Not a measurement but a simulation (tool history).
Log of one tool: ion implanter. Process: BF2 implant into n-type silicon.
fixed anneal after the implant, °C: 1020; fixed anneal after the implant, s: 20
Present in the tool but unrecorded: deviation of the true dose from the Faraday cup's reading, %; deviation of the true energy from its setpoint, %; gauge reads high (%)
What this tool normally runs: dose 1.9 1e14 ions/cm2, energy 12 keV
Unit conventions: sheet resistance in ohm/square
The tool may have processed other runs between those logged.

| run | day | dose | energy | wafers since the last listed run | hours since the last dose calibration | hours since the extraction supply was calibrated | hours since the gauge calibration | read-back reference wafer on the same gauge, sheet resistance | sheet resistance |
|---|---|---|---|---|---|---|---|---|---|
| 1 | 0 | 1.9 | 12 | 0 | 821 | 2964.2 | 413.1 | 575.25 | 568.66 |
| 2 | 0.854 | 1.9 | 12 | 290 | 841.5 | 2984.7 | 433.6 | 574.78 | 568.87 |
| 3 | 1.779 | 1.9 | 12 | 314 | 863.7 | 3006.9 | 455.8 | 574.87 | 568.17 |
| 4 | 2.388 | 1.9 | 12 | 206 | 878.3 | 3021.5 | 470.4 | 575.1 | 568.1 |
| 5 | 3.496 | 1.9 | 12 | 376 | 904.9 | 3048.1 | 497 | 574.95 | 568.46 |
| 6 | 4.288 | 1.9 | 12 | 268 | 923.9 | 3067.1 | 516 | 574.94 | 568.75 |
| 7 | 7.225 | 1.9 | 12 | 998 | 994.4 | 3137.6 | 586.5 | 575.03 | 567.61 |
| 8 | 8.312 | 1.9 | 12 | 369 | 1020.5 | 3163.7 | 612.6 | 574.87 | 567.58 |
| 9 | 8.996 | 1.9 | 12 | 232 | 1036.9 | 3180.1 | 629 | 574.69 | 566.94 |
|  | 9.475 | gauge calibrated |
|  | 10.188 | extraction supply calibrated |
| 10 | 10.467 | 1.9 | 12 | 386 | 1072.2 | 6.7 | 23.8 | 574.93 | 564.04 |
| 11 | 11.112 | 1.9 | 12 | 219 | 1087.7 | 22.2 | 39.3 | 575.16 | 565.49 |
| 12 | 12.254 | 1.9 | 12 | 387 | 1115.1 | 49.6 | 66.7 | 574.9 | 566.75 |
| 13 | 13.329 | 1.9 | 12 | 365 | 1140.9 | 75.4 | 92.5 | 575.26 | 564.02 |
| 14 | 14.488 | 1.71 | 12 | 393 | 1168.7 | 103.2 | 120.3 | 575.14 | 618.35 |
| 15 | 15.575 | 1.53 | 8.5 | 369 | 1194.8 | 129.3 | 146.4 | 574.89 | 713.43 |
|  | 16.508 | Faraday cup replaced and dose calibrated |
| 16 | 17.812 | 1.9 | 9 | 646 | 31.3 | 183 | 200.1 | 574.83 | 607.47 |
| 17 | 19.208 | 1.9 | 12 | 474 | 64.8 | 216.5 | 233.6 | 574.85 | 588.32 |
| 18 | 20.4 | 2.47 | 9.5 | 404 | 93.4 | 245.1 | 262.2 | 574.99 | 484.97 |
| 19 | 21.825 | 1.9 | 12 | 484 | 127.6 | 279.3 | 296.4 | 574.85 | 584.7 |
| 20 | 22.646 | 2.42 | 10 | 278 | 147.3 | 299 | 316.1 | 574.92 | 487.3 |
| 21 | 23.279 | 1.9 | 12 | 215 | 162.5 | 314.2 | 331.3 | 575.05 | 585.06 |
| 22 | 23.95 | 1.57 | 9.5 | 227 | 178.6 | 330.3 | 347.4 | 574.84 | 711.92 |
| 23 | 24.621 | 1.48 | 15 | 227 | 194.7 | 346.4 | 363.5 | 574.92 | 708.9 |
| 24 | 25.179 | 1.41 | 9 | 189 | 208.1 | 359.8 | 376.9 | 574.83 | 784.38 |
| 25 | 26.604 | 1.7 | 16 | 484 | 242.3 | 394 | 411.1 | 575.23 | 621.67 |
| 26 | 27.225 | 1.9 | 16 | 210 | 257.2 | 408.9 | 426 | 574.95 | 565.76 |
| 27 | 29.004 | 1.4 | 8 | 604 | 299.9 | 451.6 | 468.7 | 575.01 | 803.95 |

Each row is a separate what-if for the run after 27, all from the same tool condition, not one after another. Results?
| A | 29.021 | 1.9 | 12 | 5 | 300.3 | 452 | 469.1 | ? | ? |
| B | 29.021 | 1.55 | 9.5 | 5 | 300.3 | 452 | 469.1 | ? | ? |
| C | 29.021 | 1.37 | 8.5 | 5 | 300.3 | 452 | 469.1 | ? | ? |
| D | 29.021 | 2.39 | 8 | 5 | 300.3 | 452 | 469.1 | ? | ? |

| run | read-back reference wafer on the same gauge, sheet resistance | sheet resistance |
|---|---|---|
| A | 575.32 | 583.43 |
| B | 575.32 | 718.03 |
| C | 575.32 | 812.36 |
| D | 575.32 | 512.06 |
Stripped of hidden state, with their random variation kept, the same runs would have yielded:
| run | sheet resistance |
|---|---|
| A | 586.75 |
| B | 722.17 |
| C | 817.05 |
| D | 514.67 |
